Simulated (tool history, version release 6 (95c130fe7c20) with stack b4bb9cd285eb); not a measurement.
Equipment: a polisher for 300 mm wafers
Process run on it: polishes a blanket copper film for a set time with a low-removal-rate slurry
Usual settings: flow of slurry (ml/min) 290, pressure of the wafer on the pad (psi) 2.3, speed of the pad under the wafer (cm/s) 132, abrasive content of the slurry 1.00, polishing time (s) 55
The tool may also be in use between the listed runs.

run,hour,flow of slurry (ml/min),pressure of the wafer on the pad (psi),speed of the pad under the wafer (cm/s),abrasive content of the slurry,polishing time (s),wafers since the last listed run,wafers polished on this pad,hours since the slurry nozzle was cleaned,hours since the head pressure was calibrated,hours since the slurry blender was calibrated,"incoming thickness of the incoming film, nm",film removed (nm)
1,0.0,290,2.3,132,1.00,55,0,677,72.9,242.0,24.9,1440.9,167.4
2,59.8,290,2.3,132,1.00,55,786,1463,132.7,301.8,84.7,1434.0,168.3
3,166.3,290,2.3,132,1.00,55,1400,2864,239.2,408.3,191.2,1459.8,163.8
4,212.7,250,2.3,132,1.00,55,610,3474,285.6,454.7,237.6,1437.8,160.9
# hour 214.8: slurry nozzle cleaned
# hour 250.3: worn pad replaced by a new one
# hour 255.6: slurry blender recalibrated
5,280.9,290,2.5,132,1.00,55,804,376,66.1,522.9,25.3,1442.2,186.6
6,381.4,290,2.5,132,1.00,55,1321,1698,166.6,623.4,125.8,1422.3,180.2
7,475.6,290,2.5,132,1.00,55,1238,2936,260.8,717.6,220.0,1416.6,185.0
# hour 495.8: head pressure recalibrated
8,524.3,240,2.3,132,1.00,55,614,3550,309.5,28.5,268.7,1442.4,166.2
# hour 572.8: slurry nozzle cleaned
# hour 595.4: slurry blender recalibrated
# hour 600.2: worn pad replaced by a new one
9,600.7,290,1.8,132,1.00,55,912,6,27.9,104.9,5.3,1420.9,148.1
10,652.4,290,1.8,132,1.00,55,679,686,79.6,156.6,57.0,1445.1,149.8
11,714.0,290,1.8,132,1.00,55,809,1496,141.2,218.2,118.6,1437.0,148.3
12,754.3,290,2.3,132,1.00,55,529,2026,181.5,258.5,158.9,1425.8,171.9
13,823.7,290,2.5,132,1.00,55,912,2938,250.9,327.9,228.3,1428.4,175.2
# hour 877.6: slurry blender recalibrated
14,906.9,290,2.3,108,0.85,69,1067,4006,334.1,411.1,29.3,1449.5,158.8
# hour 937.4: slurry nozzle cleaned
# hour 969.5: worn pad replaced by a new one
15,982.5,225,2.3,102,1.00,65,928,171,45.1,486.7,104.9,1457.0,160.2
16,1057.2,290,2.3,144,1.00,49,982,1153,119.8,561.4,179.6,1436.5,166.4
17,1133.5,290,2.3,164,1.00,55,1003,2156,196.1,637.7,255.9,1428.8,213.9
18,1199.4,195,2.3,90,1.00,64,866,3023,262.0,703.6,321.8,1416.7,136.5
# hour 1205.3: slurry blender recalibrated
19,1256.5,290,2.7,172,0.70,55,724,3747,319.1,760.7,51.2,1439.6,217.6
# hour 1285.1: slurry nozzle cleaned
# hour 1285.9: worn pad replaced by a new one
# hour 1322.2: head pressure recalibrated
20,1436.2,340,1.9,104,0.85,55,2312,1949,151.1,114.0,230.9,1418.9,112.9
21,1519.0,290,1.8,132,1.00,55,1088,3038,233.9,196.8,313.7,1445.5,142.5
# hour 1567.6: slurry blender recalibrated
# hour 1611.9: worn pad replaced by a new one
22,1623.7,365,2.3,132,1.00,55,1297,154,338.6,301.5,56.1,1425.3,172.5

Each row is a separate what-if for the run after 22, all from the same tool condition, not one after another. Results?
A,1624.1,290,2.3,132,1.00,55,5,160,339.0,301.9,56.5,1431.9,?
B,1624.1,230,2.3,132,1.00,70,5,160,339.0,301.9,56.5,1431.9,?
C,1624.1,215,2.3,132,1.00,50,5,160,339.0,301.9,56.5,1431.9,?
D,1624.1,215,2.3,112,1.15,68,5,160,339.0,301.9,56.5,1431.9,?
E,1624.1,290,2.3,132,1.00,68,5,160,339.0,301.9,56.5,1431.9,?

run,film removed (nm)
A,169.3
B,211.6
C,150.3
D,181.2
E,209.4
Stripped of hidden state, with their random variation kept, the same runs would have yielded:
run,film removed (nm)
A,169.6
B,211.9
C,150.5
D,181.5
E,209.7

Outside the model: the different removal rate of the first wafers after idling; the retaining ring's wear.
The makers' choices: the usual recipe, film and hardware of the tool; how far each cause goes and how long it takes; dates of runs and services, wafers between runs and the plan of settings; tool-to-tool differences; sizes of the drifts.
